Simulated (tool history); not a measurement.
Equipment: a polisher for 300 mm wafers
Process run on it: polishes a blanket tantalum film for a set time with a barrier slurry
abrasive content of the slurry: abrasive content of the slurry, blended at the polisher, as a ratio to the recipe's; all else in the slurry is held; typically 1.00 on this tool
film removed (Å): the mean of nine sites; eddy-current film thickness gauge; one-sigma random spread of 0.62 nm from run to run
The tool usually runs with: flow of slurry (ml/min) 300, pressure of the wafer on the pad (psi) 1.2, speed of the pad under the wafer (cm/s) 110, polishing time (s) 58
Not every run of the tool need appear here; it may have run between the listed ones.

run   hour  flow of slurry (ml/min)  pressure of the wafer on the pad (psi)  speed of the pad under the wafer (cm/s)  abrasive content of the slurry  polishing time (s)  incoming thickness of the incoming film, nm  film removed (Å)
  1    0.0                      275                                     1.2                                      110                            1.00                  58                                        182.3               556
  2    6.7                      275                                     1.2                                      110                            1.00                  58                                        180.7               548
  3   14.2                      300                                     1.2                                      110                            1.00                  58                                        180.5               553
  4   27.3                      300                                     1.2                                       92                            1.00                  58                                        180.6               465
      35.4  -- worn pad replaced by a new one, of another model than before
  5   35.9                      300                                     1.2                                       92                            1.00                  58                                        180.6               550
  6   47.7                      300                                     1.2                                      110                            1.00                  53                                        177.4               552
  7   65.5                      300                                     1.2                                      110                            1.00                  53                                        181.2               518
  8   74.3                      300                                     1.2                                      110                            1.00                  53                                        179.3               523
  9   82.1                      300                                     1.2                                      110                            1.00                  67                                        178.3               661
 10   97.8                      300                                     1.2                                      110                            1.00                  67                                        182.8               641
     107.3  -- worn pad replaced by a new one
 11  107.8                      300                                     1.2                                      110                            1.00                  58                                        179.9               634
 12  118.7                      300                                     1.2                                      110                            1.00                  58                                        180.5               588
 13  124.8                      395                                     1.2                                      110                            1.00                  52                                        178.6               528
     135.3  -- slurry blender recalibrated
 14  135.8                      300                                     1.2                                      110                            1.00                  48                                        177.9               479
 15  146.2                      300                                     1.2                                      110                            1.00                  67                                        176.8               646
 16  158.7                      360                                     1.2                                      110                            0.75                  39                                        179.2               316
     163.3  -- head pressure recalibrated
 17  166.4                      325                                     1.2                                      144                            0.75                  58                                        180.7               552
 18  172.5                      200                                     1.0                                      110                            1.00                  64                                        177.2               513
     185.4  -- worn pad replaced by a new one
 19  189.4                      300                                     1.2                                      110                            1.00                  58                                        177.1               610
     196.2  -- slurry nozzle cleaned
 20  205.6                      245                                     1.2                                      110                            1.00                  78                                        178.6               776
 21  211.8                      300                                     1.2                                      110                            1.00                  58                                        181.0               577
 22  228.2                      225                                     1.2                                      142                            0.80                  48                                        177.4               471
 23  235.2                      375                                     1.2                                      110                            1.00                  58                                        184.0               556
 24  252.9                      400                                     1.2                                      110                            1.00                  43                                        179.3               420
 25  266.8                      300                                     1.2                                       92                            1.00                  58                                        179.4               493
     271.1  -- worn pad replaced by a new one
 26  273.1                      350                                     1.5                                      110                            1.15                  58                                        182.0               791
 27  286.0                      270                                     1.2                                      110                            1.00                  47                                        182.0               468
 28  300.4                      245                                     0.9                                      110                            1.30                  44                                        180.9               385
 29  309.7                      380                                     1.2                                      138                            1.10                  77                                        182.9               923
 30  323.3                      300                                     1.2                                      110                            0.85                  58                                        181.2               514
 31  338.9                      300                                     1.2                                      110                            1.00                  58                                        179.2               545

Hidden state or all else? Some run-to-run changes of film removed (Å), split into what the settings, what came in and random variation would give without the hidden state, and what is left for the hidden state (with any gauge scatter that isn't in both results):
Unlogged tool condition in this case: removal rate lost through wear of the pad, %; slurry flow missing at the pad, %; deviation of the head's pressure from its setpoint, %; abrasive missing from the slurry, %.
Run 4 -> 5: worn pad replaced by a new one, of another model than before. film removed (Å) +85: hidden state +66, all else +19.
Run 10 -> 11: polishing time (s) 67 -> 58, worn pad replaced by a new one. film removed (Å) -7: hidden state +70, all else -77.
Run 15 -> 16: flow of slurry (ml/min) 300 -> 360, abrasive content of the slurry 1.00 -> 0.75, polishing time (s) 67 -> 39. film removed (Å) -330: hidden state +35, all else -365.
Run 25 -> 26: flow of slurry (ml/min) 300 -> 350, pressure of the wafer on the pad (psi) 1.2 -> 1.5, speed of the pad under the wafer (cm/s) 92 -> 110, abrasive content of the slurry 1.00 -> 1.15, worn pad replaced by a new one. film removed (Å) +298: hidden state +62, all else +236.
Run 28 -> 29: flow of slurry (ml/min) 245 -> 380, pressure of the wafer on the pad (psi) 0.9 -> 1.2, speed of the pad under the wafer (cm/s) 110 -> 138, abrasive content of the slurry 1.30 -> 1.10, polishing time (s) 44 -> 77. film removed (Å) +538: hidden state -61, all else +599.
Run 29 -> 30: flow of slurry (ml/min) 380 -> 300, speed of the pad under the wafer (cm/s) 138 -> 110, abrasive content of the slurry 1.10 -> 0.85, polishing time (s) 77 -> 58. film removed (Å) -409: hidden state +35, all else -444.

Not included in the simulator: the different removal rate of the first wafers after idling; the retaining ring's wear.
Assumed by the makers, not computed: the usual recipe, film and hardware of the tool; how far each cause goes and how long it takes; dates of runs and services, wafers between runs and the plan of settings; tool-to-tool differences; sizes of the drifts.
